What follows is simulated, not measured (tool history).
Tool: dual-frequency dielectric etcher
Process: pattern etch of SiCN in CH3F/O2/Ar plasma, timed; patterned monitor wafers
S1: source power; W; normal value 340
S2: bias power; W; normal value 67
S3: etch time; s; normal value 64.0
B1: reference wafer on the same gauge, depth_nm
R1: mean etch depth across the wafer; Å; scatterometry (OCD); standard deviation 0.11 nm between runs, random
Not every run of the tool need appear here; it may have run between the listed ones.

run   hour   S1  S2    S3     B1     R1
  1    0.0  340  67  64.0  17.57  221.6
  2   17.3  340  67  64.0  17.55  222.0
  3   26.3  340  73  64.0  17.57  227.5
  4   43.2  340  67  64.0  17.57  221.2
  5   55.0  340  67  64.0  17.57  222.1
  6   69.6  340  67  64.0  17.64  223.9
  7   86.5  340  67  76.0  17.62  266.3
  8   96.3  340  67  76.0  17.64  264.2
  9  102.8  340  67  76.0  17.57  265.4
 10  116.9  340  67  64.0  17.58  221.2
     137.3  -- gauge calibrated
     152.5  -- wet clean of the chamber
     169.6  -- upper electrode replaced, of another model than before
 11  170.1  340  67  64.0  17.60  218.2
 12  170.5  340  67  64.0  17.60  214.7
 13  170.8  340  67  64.0  17.60  214.1
 14  173.2  340  67  64.0  17.57  216.4
 15  184.3  340  81  64.0  17.57  221.2
 16  194.2  280  67  64.0  17.61  208.8
     201.6  -- bias power generator calibrated
 17  205.1  390  73  73.0  17.59  258.8
 18  221.2  340  67  64.0  17.56  216.4
     231.0  -- source power generator calibrated
 19  231.5  390  62  54.0  17.59  185.9
 20  237.3  280  59  64.0  17.61  206.1
 21  248.4  380  61  77.0  17.59  263.3
 22  283.6  270  67  64.0  17.57  211.4
 23  290.5  310  79  54.5  17.56  187.0
 24  301.8  340  67  52.0  17.60  178.3
 25  309.5  310  67  64.0  17.61  214.2
 26  315.8  340  55  77.0  17.63  254.9
 27  331.4  340  74  64.0  17.57  225.5
 28  339.1  340  67  64.0  17.62  219.7
 29  356.3  310  67  64.0  17.61  218.0

Forecast each of these 5 alternatives for the next run:
  A  356.7  340  67  64.0   ?   ?
  B  356.7  340  57  77.0   ?   ?
  C  356.7  410  77  70.5   ?   ?
  D  356.7  310  61  76.5   ?   ?
  E  356.7  270  58  64.0   ?   ?

run     B1     R1
  A  17.57  218.5
  B  17.57  255.8
  C  17.57  255.7
  D  17.57  252.9
  E  17.57  205.2
Without the tool's hidden state the same runs would have given:
run     R1
  A  212.1
  B  248.2
  C  248.1
  D  245.4
  E  199.1

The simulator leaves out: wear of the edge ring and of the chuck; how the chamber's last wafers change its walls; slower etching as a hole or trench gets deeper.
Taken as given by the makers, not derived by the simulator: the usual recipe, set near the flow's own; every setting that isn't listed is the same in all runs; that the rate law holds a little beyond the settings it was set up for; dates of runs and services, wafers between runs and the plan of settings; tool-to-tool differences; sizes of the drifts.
